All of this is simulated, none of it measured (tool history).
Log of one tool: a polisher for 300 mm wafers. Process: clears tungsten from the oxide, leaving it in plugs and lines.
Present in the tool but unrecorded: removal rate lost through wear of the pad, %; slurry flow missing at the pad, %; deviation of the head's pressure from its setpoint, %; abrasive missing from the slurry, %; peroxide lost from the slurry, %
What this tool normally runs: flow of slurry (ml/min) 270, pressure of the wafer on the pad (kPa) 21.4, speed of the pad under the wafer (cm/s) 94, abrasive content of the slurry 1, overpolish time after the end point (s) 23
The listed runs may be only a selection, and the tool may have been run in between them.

| run | day | flow of slurry (ml/min) | pressure of the wafer on the pad (kPa) | speed of the pad under the wafer (cm/s) | abrasive content of the slurry | overpolish time after the end point (s) | wafers since the last listed run | wafers polished on this pad | hours since the slurry nozzle was cleaned | hours since the head pressure was calibrated | hours since the slurry blender was calibrated | hours since the slurry got fresh peroxide | incoming thickness of the incoming film, nm | time until the end point was called (s) |
|---|---|---|---|---|---|---|---|---|---|---|---|---|---|---|
| 1 | 0 | 270 | 21.4 | 94 | 1 | 23 | 0 | 2496 | 462.2 | 348.5 | 535.5 | 344.9 | 405 | 101 |
|  | 0.179 | slurry blender recalibrated |
| 2 | 1.6 | 270 | 21.4 | 94 | 1 | 23 | 378 | 2874 | 500.6 | 386.9 | 34.1 | 383.3 | 404.3 | 101.6 |
|  | 3.896 | slurry nozzle cleaned |
| 3 | 4.479 | 195 | 21.4 | 94 | 1 | 23 | 707 | 3582 | 14 | 456 | 103.2 | 452.4 | 415.6 | 104.8 |
|  | 6.696 | slurry tank refilled with fresh slurry and peroxide |
| 4 | 7.508 | 195 | 21.4 | 94 | 1 | 23 | 745 | 4327 | 86.7 | 528.7 | 175.9 | 19.5 | 410.6 | 102.3 |
| 5 | 9.488 | 270 | 16.5 | 94 | 1 | 23 | 493 | 4821 | 134.2 | 576.2 | 223.4 | 67 | 408.3 | 127.1 |
|  | 11.179 | worn pad replaced by a new one |
| 6 | 12.312 | 270 | 21.4 | 94 | 1 | 29 | 662 | 282 | 202 | 644 | 291.2 | 134.8 | 410.2 | 99.7 |
| 7 | 16.433 | 270 | 21.4 | 94 | 1 | 23 | 1027 | 1310 | 300.9 | 742.9 | 390.1 | 233.7 | 400.4 | 98 |
|  | 17.296 | head pressure recalibrated |
|  | 19.338 | slurry blender recalibrated |
| 8 | 19.596 | 270 | 21.4 | 94 | 1 | 23 | 747 | 2057 | 376.8 | 55.2 | 6.2 | 309.6 | 408 | 102 |
| 9 | 21.946 | 270 | 21.4 | 94 | 1 | 18 | 586 | 2643 | 433.2 | 111.6 | 62.6 | 366 | 403.3 | 101.1 |
| 10 | 23.517 | 270 | 21.4 | 78 | 1 | 23 | 391 | 3035 | 470.9 | 149.3 | 100.3 | 403.7 | 407.7 | 114.6 |
| 11 | 26.962 | 270 | 21.4 | 94 | 1.2 | 23 | 859 | 3894 | 553.6 | 232 | 183 | 486.4 | 415 | 100.4 |
|  | 28.675 | slurry nozzle cleaned |
|  | 29.525 | slurry tank refilled with fresh slurry and peroxide |
| 12 | 29.971 | 270 | 21.4 | 94 | 1 | 23 | 729 | 4624 | 31.1 | 304.2 | 255.2 | 10.7 | 412.3 | 97.4 |
|  | 32.971 | worn pad replaced by a new one |
| 13 | 33.175 | 185 | 21.4 | 94 | 0.85 | 23 | 757 | 51 | 108 | 381.1 | 332.1 | 87.6 | 412.8 | 113 |
| 14 | 35.571 | 270 | 21.4 | 94 | 1 | 23 | 597 | 648 | 165.5 | 438.6 | 389.6 | 145.1 | 419.1 | 101.1 |
| 15 | 39.733 | 205 | 21.4 | 84 | 1.25 | 9 | 1038 | 1686 | 265.4 | 538.5 | 489.5 | 245 | 409.9 | 104.2 |
|  | 41.812 | slurry blender recalibrated |
| 16 | 44.008 | 185 | 26.2 | 94 | 1 | 33 | 1045 | 2732 | 368 | 641.1 | 52.7 | 347.6 | 408.9 | 88.8 |

The next listed run, before its measurement:
|  | 49.038 | head pressure recalibrated |
| 17 | 49.092 | 270 | 21.4 | 76 | 0.7 | 14 | 1247 | 3979 | 490 | 1.3 | 174.7 | 469.6 | 406.6 | ? |

time until the end point was called (s): 138.8
If the tool had no hidden condition, the same run with the same run-to-run variation would have returned time until the end point was called (s) 128.8.
